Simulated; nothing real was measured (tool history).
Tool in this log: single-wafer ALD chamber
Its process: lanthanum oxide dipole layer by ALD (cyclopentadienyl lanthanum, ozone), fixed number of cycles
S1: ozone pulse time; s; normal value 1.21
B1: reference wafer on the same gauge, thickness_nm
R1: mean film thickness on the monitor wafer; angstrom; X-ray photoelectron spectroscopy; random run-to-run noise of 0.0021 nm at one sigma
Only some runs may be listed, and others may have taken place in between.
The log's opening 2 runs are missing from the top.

| run | hour | S1 | B1 | R1 |
|---|---|---|---|---|
| 3 | 15.3 | 1.21 | 0.471 | 4.98 |
| 4 | 31.4 | 1.21 | 0.472 | 5.01 |
| 5 | 48.5 | 1.21 | 0.471 | 4.99 |
| 6 | 66.3 | 1.21 | 0.471 | 4.97 |
| 7 | 90.6 | 1.21 | 0.470 | 5.04 |
| 8 | 99.4 | 1.21 | 0.470 | 4.97 |
| 9 | 111.2 | 1.21 | 0.472 | 5.00 |
| 10 | 122.4 | 1.44 | 0.471 | 5.18 |
|  | 125.2 | gauge calibrated |
|  | 133.5 | showerhead replaced |
| 11 | 134.0 | 1.44 | 0.471 | 5.16 |
| 12 | 138.0 | 1.21 | 0.472 | 4.99 |
| 13 | 145.3 | 1.21 | 0.471 | 5.01 |
| 14 | 156.9 | 1.21 | 0.471 | 5.02 |
| 15 | 168.0 | 1.21 | 0.471 | 5.03 |
| 16 | 177.2 | 0.74 | 0.472 | 4.54 |
| 17 | 191.4 | 1.21 | 0.472 | 4.97 |
|  | 213.0 | thermocouple changed; heater temperature recalibrated |
| 18 | 213.5 | 0.90 | 0.471 | 4.71 |
| 19 | 216.5 | 1.21 | 0.471 | 5.00 |

Run 20 is up next; what results do you expect?
| 20 | 230.4 | 1.04 | ? | ? |

Run 20 gave B1 0.470, R1 4.84 angstrom.
Take away the tool's hidden state, keep the run-to-run variation as it was, and the same run would have given R1 5.22 angstrom.

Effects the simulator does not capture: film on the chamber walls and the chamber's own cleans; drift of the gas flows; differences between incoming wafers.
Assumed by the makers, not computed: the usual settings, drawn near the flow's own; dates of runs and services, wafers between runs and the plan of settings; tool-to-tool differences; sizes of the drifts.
